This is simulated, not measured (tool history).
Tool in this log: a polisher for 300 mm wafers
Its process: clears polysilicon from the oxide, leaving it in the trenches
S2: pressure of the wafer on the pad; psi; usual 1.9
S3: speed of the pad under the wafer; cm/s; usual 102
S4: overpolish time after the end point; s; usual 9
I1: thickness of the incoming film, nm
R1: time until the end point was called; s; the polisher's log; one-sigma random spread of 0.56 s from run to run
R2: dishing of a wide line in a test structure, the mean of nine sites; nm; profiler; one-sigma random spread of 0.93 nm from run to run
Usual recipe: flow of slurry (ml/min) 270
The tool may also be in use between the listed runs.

Run 1, hour 0.0: usual settings; I1 391.8. Result: R1 35.1 s, R2 45.6 nm.
Run 2, hour 33.0: usual settings; I1 395.4. Result: R1 36.8 s, R2 43.4 nm.
Run 3, hour 59.4: usual settings; I1 390.1. Result: R1 36.0 s, R2 44.5 nm.
Run 4, hour 73.1: usual settings; I1 384.7. Result: R1 35.7 s, R2 43.7 nm.
Run 5, hour 97.2: usual settings; I1 390.8. Result: R1 36.6 s, R2 42.3 nm.
Run 6, hour 123.8: usual settings; I1 390.8. Result: R1 36.6 s, R2 44.0 nm.
Run 7, hour 149.3: usual settings; I1 386.8. Result: R1 38.7 s, R2 42.6 nm.
Run 8, hour 167.8: usual settings; I1 390.6. Result: R1 39.2 s, R2 43.4 nm.
Run 9, hour 189.0: usual settings but S2 1.5 psi; I1 389.5. Result: R1 46.7 s, R2 39.0 nm.
Run 10, hour 213.3: usual settings but S2 1.5 psi; I1 387.9. Result: R1 47.3 s, R2 39.7 nm.
Run 11, hour 226.8: usual settings but S2 1.5 psi; I1 389.3. Result: R1 46.2 s, R2 38.1 nm.
Run 12, hour 310.9: usual settings but S2 1.4 psi; I1 391.7. Result: R1 50.9 s, R2 38.3 nm.
Run 13, hour 340.5: usual settings but flow of slurry (ml/min) 220, S2 2.3 psi, S3 74 cm/s, S4 7 s; I1 392.3. Result: R1 44.6 s, R2 36.3 nm.
Run 14, hour 373.8: usual settings but S2 1.4 psi; I1 386.2. Result: R1 44.3 s, R2 42.5 nm.
Run 15, hour 400.3: usual settings but S2 1.5 psi, S3 78 cm/s; I1 387.4. Result: R1 51.9 s, R2 37.3 nm.
Run 16, hour 426.6: usual settings but flow of slurry (ml/min) 355, S2 1.4 psi, S3 128 cm/s, S4 5 s; I1 390.1. Result: R1 36.7 s, R2 31.7 nm.
Run 17, hour 462.3: usual settings but S2 1.5 psi; I1 390.4. Result: R1 43.1 s, R2 41.8 nm.
Run 18, hour 485.1: usual settings but S2 2.2 psi, S3 74 cm/s, S4 5 s; I1 387.1. Result: R1 39.7 s, R2 30.5 nm.
Run 19, hour 516.9: usual settings but flow of slurry (ml/min) 360, S2 2.3 psi, S3 120 cm/s, S4 5 s; I1 385.4. Result: R1 25.6 s, R2 39.4 nm.
Run 20, hour 530.9: usual settings but S3 80 cm/s, S4 11 s; I1 394.2. Result: R1 42.8 s, R2 46.5 nm.
Run 21, hour 553.6: usual settings; I1 395.5. Result: R1 36.7 s, R2 44.9 nm.
Run 22, hour 570.1: usual settings but flow of slurry (ml/min) 330, S2 1.3 psi, S3 126 cm/s, S4 12 s; I1 390.1. Result: R1 40.7 s, R2 47.7 nm.
Run 23, hour 590.4: usual settings; I1 387.4. Result: R1 36.1 s, R2 43.2 nm.
Run 24, hour 609.3: usual settings; I1 389.8. Result: R1 37.2 s, R2 42.4 nm.
Run 25, hour 624.7: usual settings but flow of slurry (ml/min) 230, S3 132 cm/s; I1 385.1. Result: R1 29.0 s, R2 46.4 nm.
Run 26, hour 679.0: usual settings but S4 5 s; I1 386.4. Result: R1 34.9 s, R2 35.4 nm.
Run 27, hour 695.5: usual settings but S2 1.5 psi; I1 384.3. Result: R1 42.6 s, R2 41.3 nm.
Run 28, hour 731.0: usual settings; I1 383.3. Result: R1 33.8 s, R2 44.4 nm.
Run 29, hour 752.8: usual settings; I1 397.3. Result: R1 35.6 s, R2 44.5 nm.
Run 30, hour 784.0: usual settings but flow of slurry (ml/min) 365, S2 1.3 psi, S3 78 cm/s, S4 12 s; I1 389.5. Result: R1 57.6 s, R2 40.9 nm.
Run 31, hour 802.5: usual settings but S2 2.1 psi; I1 392.4. Result: R1 33.8 s, R2 44.8 nm.
Run 32, hour 908.0: usual settings but flow of slurry (ml/min) 190, S3 124 cm/s, S4 8 s; I1 392.1. Result: R1 31.1 s, R2 45.5 nm.
Run 33, hour 920.6: usual settings but S2 2.1 psi, S3 92 cm/s; I1 390.1. Result: R1 34.8 s, R2 44.3 nm.
Run 34, hour 945.5: usual settings but flow of slurry (ml/min) 230, S2 1.6 psi; I1 393.5. Result: R1 40.2 s, R2 40.9 nm.
Run 35, hour 960.8: usual settings but S4 6 s; I1 390.7. Result: R1 35.7 s, R2 37.4 nm.

Put back what was entered between runs (7 entries, withheld): which listed runs does each sit between, and how does the hidden state differ from the listed run before to the listed run after?
Between runs 4 and 5: slurry nozzle cleaned (hour 91.9)
  removal rate lost through wear of the pad, %: 3.61 -> 4.51
  the result without the hidden state subtracted from the measured one, R1: +1.3 -> +1.6 s; R2: -0.6 -> -0.7 nm
Between runs 6 and 7: worn pad replaced by a new one (hour 136.5)
  removal rate lost through wear of the pad, %: 5.62 -> 10.8
  the result without the hidden state subtracted from the measured one, R1: +2.1 -> +4.2 s; R2: -1.0 -> -2.0 nm
Between runs 13 and 14: worn pad replaced by a new one, repeated, since the last time left the tool worse (hour 373.2)
  removal rate lost through wear of the pad, %: 14.6 -> 0.935
  the result without the hidden state subtracted from the measured one, R1: +6.5 -> +0.4 s; R2: -3.2 -> -0.2 nm
Between runs 23 and 24: head pressure recalibrated (hour 593.7); slurry nozzle cleaned (hour 597.4)
  removal rate lost through wear of the pad, %: 5.17 -> 5.94
  the result without the hidden state subtracted from the measured one, R1: +1.9 -> +2.2 s; R2: -0.9 -> -1.0 nm
Between runs 24 and 25: worn pad replaced by a new one (hour 613.8)
  removal rate lost through wear of the pad, %: 5.94 -> 0.288
  the result without the hidden state subtracted from the measured one, R1: +2.2 -> +0.1 s; R2: -1.0 -> +0.0 nm
Between runs 31 and 32: worn pad replaced by a new one (hour 871.0)
  removal rate lost through wear of the pad, %: 3.47 -> 0.307
  the result without the hidden state subtracted from the measured one, R1: +1.2 -> +0.1 s; R2: -0.5 -> +0.0 nm
